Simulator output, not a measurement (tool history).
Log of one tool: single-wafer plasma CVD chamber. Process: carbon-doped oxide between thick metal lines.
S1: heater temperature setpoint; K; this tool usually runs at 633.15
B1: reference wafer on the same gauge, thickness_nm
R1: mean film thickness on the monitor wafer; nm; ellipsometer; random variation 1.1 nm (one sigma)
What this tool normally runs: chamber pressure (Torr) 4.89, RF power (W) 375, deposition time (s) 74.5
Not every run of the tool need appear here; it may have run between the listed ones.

run 1 hour=0.0 | S1=640.15 chamber_pressure_(Torr)=4.89 RF_power_(W)=375 deposition_time_(s)=74.5 | B1=255.803 | R1=273.847
run 2 hour=34.0 | S1=640.15 chamber_pressure_(Torr)=4.89 RF_power_(W)=375 deposition_time_(s)=74.5 | B1=255.887 | R1=273.654
run 3 hour=49.8 | S1=633.15 chamber_pressure_(Torr)=4.89 RF_power_(W)=375 deposition_time_(s)=63.3 | B1=255.652 | R1=236.500
run 4 hour=63.6 | S1=633.15 chamber_pressure_(Torr)=4.89 RF_power_(W)=350 deposition_time_(s)=74.5 | B1=255.962 | R1=259.289
run 5 hour=79.9 | S1=633.15 chamber_pressure_(Torr)=4.89 RF_power_(W)=350 deposition_time_(s)=74.5 | B1=255.991 | R1=258.132
run 6 hour=94.5 | S1=633.15 chamber_pressure_(Torr)=4.89 RF_power_(W)=350 deposition_time_(s)=74.5 | B1=256.051 | R1=258.901
-- hour=97.4 gauge calibrated
-- hour=124.6 showerhead replaced
run 7 hour=125.1 | S1=633.15 chamber_pressure_(Torr)=4.89 RF_power_(W)=375 deposition_time_(s)=74.5 | B1=255.915 | R1=279.629
run 8 hour=139.6 | S1=633.15 chamber_pressure_(Torr)=5.35 RF_power_(W)=375 deposition_time_(s)=74.5 | B1=255.863 | R1=281.697
run 9 hour=156.3 | S1=633.15 chamber_pressure_(Torr)=4.89 RF_power_(W)=375 deposition_time_(s)=79.6 | B1=255.860 | R1=296.272
run 10 hour=180.0 | S1=633.15 chamber_pressure_(Torr)=4.89 RF_power_(W)=375 deposition_time_(s)=74.5 | B1=255.786 | R1=276.000
-- hour=201.9 RF generator calibrated
-- hour=208.7 thermocouple changed; heater temperature recalibrated
run 11 hour=209.2 | S1=643.15 chamber_pressure_(Torr)=4.89 RF_power_(W)=375 deposition_time_(s)=74.5 | B1=256.035 | R1=257.441
-- hour=223.6 capacitance manometer re-zeroed and calibrated
run 12 hour=240.5 | S1=622.15 chamber_pressure_(Torr)=4.89 RF_power_(W)=375 deposition_time_(s)=74.5 | B1=256.047 | R1=271.456
-- hour=275.4 RF generator calibrated, repeated, since the last time left the tool worse
run 13 hour=275.9 | S1=633.15 chamber_pressure_(Torr)=4.89 RF_power_(W)=350 deposition_time_(s)=85.5 | B1=256.229 | R1=308.505
run 14 hour=288.8 | S1=621.15 chamber_pressure_(Torr)=4.26 RF_power_(W)=425 deposition_time_(s)=67.7 | B1=255.977 | R1=301.363
run 15 hour=306.5 | S1=633.15 chamber_pressure_(Torr)=4.09 RF_power_(W)=375 deposition_time_(s)=66.0 | B1=255.925 | R1=251.622

Branching from run 15: 5 alternative next runs. What would each branch give?
run A hour=306.9 | S1=633.15 chamber_pressure_(Torr)=4.89 RF_power_(W)=375 deposition_time_(s)=74.5 | B1=? | R1=?
run B hour=306.9 | S1=633.15 chamber_pressure_(Torr)=4.28 RF_power_(W)=375 deposition_time_(s)=60.0 | B1=? | R1=?
run C hour=306.9 | S1=633.15 chamber_pressure_(Torr)=4.89 RF_power_(W)=375 deposition_time_(s)=60.6 | B1=? | R1=?
run D hour=306.9 | S1=633.15 chamber_pressure_(Torr)=6.06 RF_power_(W)=375 deposition_time_(s)=74.5 | B1=? | R1=?
run E hour=306.9 | S1=646.15 chamber_pressure_(Torr)=5.87 RF_power_(W)=375 deposition_time_(s)=74.5 | B1=? | R1=?

run=A B1=255.755 R1=290.764
run=B B1=255.755 R1=230.800
run=C B1=255.755 R1=236.902
run=D B1=255.755 R1=298.138
run=E B1=255.755 R1=287.981
Without the tool's hidden state the same runs would have given:
run=A R1=294.474
run=B R1=233.745
run=C R1=239.925
run=D R1=301.943
run=E R1=291.656

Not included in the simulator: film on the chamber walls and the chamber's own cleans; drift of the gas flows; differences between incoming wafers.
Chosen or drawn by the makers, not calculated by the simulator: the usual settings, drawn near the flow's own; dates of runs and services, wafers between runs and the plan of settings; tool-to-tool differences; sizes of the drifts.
